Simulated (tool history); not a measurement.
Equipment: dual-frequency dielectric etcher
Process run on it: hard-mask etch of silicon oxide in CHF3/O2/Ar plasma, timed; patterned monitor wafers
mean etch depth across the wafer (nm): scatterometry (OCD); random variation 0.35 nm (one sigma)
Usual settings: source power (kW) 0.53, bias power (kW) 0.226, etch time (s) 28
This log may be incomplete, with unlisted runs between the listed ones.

| run | hour | source power (kW) | bias power (kW) | etch time (s) | read-back reference wafer on the same gauge, depth_nm | mean etch depth across the wafer (nm) |
|---|---|---|---|---|---|---|
| 1 | 0 | 0.53 | 0.191 | 28 | 53.7 | 55.4 |
| 2 | 64.9 | 0.53 | 0.191 | 28 | 53.6 | 54.4 |
| 3 | 149.5 | 0.53 | 0.191 | 28 | 53.8 | 54.1 |
| 4 | 234.5 | 0.53 | 0.226 | 28 | 53.7 | 55.4 |
|  | 297.1 | wet clean of the chamber |
| 5 | 302.2 | 0.53 | 0.226 | 28 | 53.8 | 57.8 |
| 6 | 382.5 | 0.53 | 0.226 | 28 | 53.7 | 57.4 |
| 7 | 480.6 | 0.5 | 0.226 | 28 | 53.7 | 55.9 |
| 8 | 559.9 | 0.47 | 0.262 | 31.5 | 53.9 | 64.4 |
|  | 600.1 | bias power generator calibrated |
|  | 609.2 | wet clean of the chamber |
| 9 | 809.9 | 0.53 | 0.226 | 28 | 53.7 | 55.8 |
|  | 820.6 | gauge calibrated |
|  | 870 | source power generator calibrated |
| 10 | 915.3 | 0.53 | 0.226 | 28 | 53.9 | 55.5 |
|  | 985.6 | wet clean of the chamber |
| 11 | 1014.5 | 0.53 | 0.226 | 20 | 53.9 | 41.6 |
|  | 1067.3 | upper electrode replaced |
| 12 | 1092 | 0.53 | 0.187 | 23.5 | 53.7 | 45.4 |
| 13 | 1199.4 | 0.53 | 0.186 | 28 | 53.8 | 53.2 |
|  | 1304.3 | wet clean of the chamber |
| 14 | 1304.8 | 0.42 | 0.173 | 31.5 | 53.8 | 56.9 |
| 15 | 1352.8 | 0.53 | 0.21 | 28 | 53.8 | 56.3 |

Table of differences, measured result less the result of that run with no hidden state. Run-to-run variation is the same in both. Gauge scatter possibly is not:
The hidden state here: etch rate over this chamber's usual, %; source power that arrives over what is set, %; bias power that arrives over what is set, %; gauge reads high (%).
| run | mean etch depth across the wafer (nm) |
|---|---|
| 1 | -0.4 |
| 2 | -0.8 |
| 3 | -1.4 |
| 4 | -2.1 |
| 5 | -0.2 |
| 6 | -0.7 |
| 7 | -1.4 |
| 8 | -2.3 |
| 9 | -1.7 |
| 10 | -2.5 |
| 11 | -0.3 |
| 12 | -0.8 |
| 13 | -1.6 |
| 14 | -0.3 |
| 15 | -0.7 |

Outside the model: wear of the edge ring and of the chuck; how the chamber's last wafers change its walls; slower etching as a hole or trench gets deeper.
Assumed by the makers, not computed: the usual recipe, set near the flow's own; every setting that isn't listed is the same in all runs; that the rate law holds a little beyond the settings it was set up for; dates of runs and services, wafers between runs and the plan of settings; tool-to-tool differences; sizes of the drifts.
